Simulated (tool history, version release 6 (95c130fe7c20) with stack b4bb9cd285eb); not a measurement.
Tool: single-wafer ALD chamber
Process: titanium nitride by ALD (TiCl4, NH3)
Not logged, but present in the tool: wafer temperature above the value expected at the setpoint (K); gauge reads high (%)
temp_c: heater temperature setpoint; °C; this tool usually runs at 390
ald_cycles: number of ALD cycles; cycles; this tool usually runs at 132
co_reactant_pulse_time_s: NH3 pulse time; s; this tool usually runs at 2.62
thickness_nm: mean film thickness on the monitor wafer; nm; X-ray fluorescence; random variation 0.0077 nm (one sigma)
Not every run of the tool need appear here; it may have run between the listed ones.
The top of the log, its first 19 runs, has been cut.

run,hour,temp_c,ald_cycles,co_reactant_pulse_time_s,wafers since the last listed run,hours since the last thermocouple change,hours since the showerhead was replaced,hours since the gauge calibration,"read-back reference wafer on the same gauge, thickness_nm",thickness_nm
20,549.2,397,116,2.62,72,1361.4,3124.3,179.3,3.209,2.681
21,628.1,390,132,2.62,166,1440.3,3203.2,258.2,3.197,3.029
22,648.9,390,148,3.4,43,1461.1,3224,279,3.198,3.416
23,667.9,403,143,2.62,40,1480.1,3243,298,3.19,3.293
24,682,403,107,2.62,29,1494.2,3257.1,312.1,3.19,2.467
25,704.6,390,132,2.62,47,1516.8,3279.7,334.7,3.188,3.036
26,735.3,379,132,2.62,64,1547.5,3310.4,365.4,3.185,2.991
27,753.5,390,144,1.6,38,1565.7,3328.6,383.6,3.183,3.236
28,779.9,390,132,2.62,55,1592.1,3355,410,3.182,3.017
29,799.4,390,132,2.62,41,1611.6,3374.5,429.5,3.179,3.009
30,833.9,404,132,3.14,72,1646.1,3409,464,3.18,3.045
# hour 852.2: thermocouple changed; heater temperature recalibrated
# hour 866.6: showerhead replaced
31,867.1,390,132,3.02,36,14.9,0.5,497.2,3.177,3.025
32,891.3,390,132,2.62,51,39.1,24.7,521.4,3.177,3.028
33,922.5,398,124,2.3,65,70.3,55.9,552.6,3.176,2.828
34,948.6,402,146,2.2,55,96.4,82,578.7,3.174,3.313
35,984.1,384,132,2.62,74,131.9,117.5,614.2,3.172,3
36,1018.5,382,132,3.23,72,166.3,151.9,648.6,3.168,3.023
37,1039.8,390,132,2.62,44,187.6,173.2,669.9,3.166,2.999
38,1059.8,385,123,2.62,42,207.6,193.2,689.9,3.172,2.796

What will run 39 give?
39,1095.1,390,144,1.64,74,242.9,228.5,725.2,?,?

Run 39 gave read-back reference wafer on the same gauge, thickness_nm 3.167, thickness_nm 3.208 nm.
Take away the tool's hidden state, keep the run-to-run variation as it was, and the same run would have given thickness_nm 3.271 nm.
